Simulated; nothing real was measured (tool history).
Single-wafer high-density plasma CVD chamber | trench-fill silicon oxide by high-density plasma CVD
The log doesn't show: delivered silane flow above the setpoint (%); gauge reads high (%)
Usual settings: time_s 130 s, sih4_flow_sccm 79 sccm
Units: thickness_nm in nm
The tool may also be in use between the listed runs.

run	day	time_s	sih4_flow_sccm	wafers since the last listed run	hours since the silane flow controller was replaced	hours since the gauge calibration	read-back reference wafer on the same gauge, thickness_nm	thickness_nm
1	0	130	79	0	1406.1	1261.1	1089.939	1021.791
2	1.758	130	79	577	1448.3	1303.3	1090.842	1020.469
3	3.95	130	79	720	1500.9	1355.9	1089.339	1021.904
4	7.346	130	79	1115	1582.4	1437.4	1089.98	1023.408
5	10.438	130	79	1015	1656.6	1511.6	1089.636	1019.943
6	14.854	130	79	1451	1762.6	1617.6	1089.789	1024.505
7	18.958	130	79	1348	1861.1	1716.1	1089.612	1024.431
8	21.5	130	79	835	1922.1	1777.1	1090.309	1020.724
9	24.496	130	79	984	1994	1849	1089.901	1025.609
10	27.867	130	79	1107	2074.9	1929.9	1089.08	1026.698
11	31.296	130	79	1126	2157.2	2012.2	1090.722	1021.682
12	34.608	130	79	1088	2236.7	2091.7	1089.687	1030.715
13	37.429	130	79	926	2304.4	2159.4	1090.193	1028.507
14	40.579	138	79	1034	2380	2235	1090.164	1090.265
15	42.338	138	79	577	2422.2	2277.2	1090.927	1089.441
16	44.058	138	79	565	2463.5	2318.5	1089.433	1091.549
17	46.225	130	65	711	2515.5	2370.5	1089.494	843.387
18	47.917	130	79	555	2556.1	2411.1	1088.658	1032.15
19	50.658	105	88	900	2621.9	2476.9	1089.612	927.088
20	53.658	107	79	985	2693.9	2548.9	1089.901	848.372
# day 55.362: gauge calibrated
21	56.217	147	85	840	2755.3	20.5	1089.249	1250.567
22	60.333	130	79	1352	2854.1	119.3	1090.363	1033.515
23	62.267	120	67	635	2900.5	165.7	1089.919	806.622
# day 63.929: silane flow controller replaced
24	65.504	108	91	954	37.8	243.4	1091.145	974.873
25	69.212	130	79	1218	126.8	332.4	1089.146	1020.261
26	80.042	137	79	3558	386.7	592.3	1090.878	1071.072
27	83.642	142	79	1182	473.1	678.7	1090.199	1116.019
28	86.392	130	79	903	539.1	744.7	1090.835	1018.41
29	89.575	130	89	1045	615.5	821.1	1090.347	1147.865
30	92.962	130	79	1113	696.8	902.4	1090.818	1015.379
31	95.1	130	79	702	748.1	953.7	1089.556	1023.635
32	99.517	146	69	1451	854.1	1059.7	1090.424	1003.286

5 ways to go on from here, each from the tool as it stands after run 32. What would each give?
A	99.533	130	79	5	854.5	1060.1	?	?
B	99.533	106	72	5	854.5	1060.1	?	?
C	99.533	122	79	5	854.5	1060.1	?	?
D	99.533	117	93	5	854.5	1060.1	?	?
E	99.533	138	94	5	854.5	1060.1	?	?

run	read-back reference wafer on the same gauge, thickness_nm	thickness_nm
A	1089.109	1020.281
B	1089.109	758.207
C	1089.109	957.494
D	1089.109	1080.981
E	1089.109	1288.713
Without the tool's hidden state the same runs would have given:
run	thickness_nm
A	1019.636
B	757.728
C	956.889
D	1080.298
E	1287.898

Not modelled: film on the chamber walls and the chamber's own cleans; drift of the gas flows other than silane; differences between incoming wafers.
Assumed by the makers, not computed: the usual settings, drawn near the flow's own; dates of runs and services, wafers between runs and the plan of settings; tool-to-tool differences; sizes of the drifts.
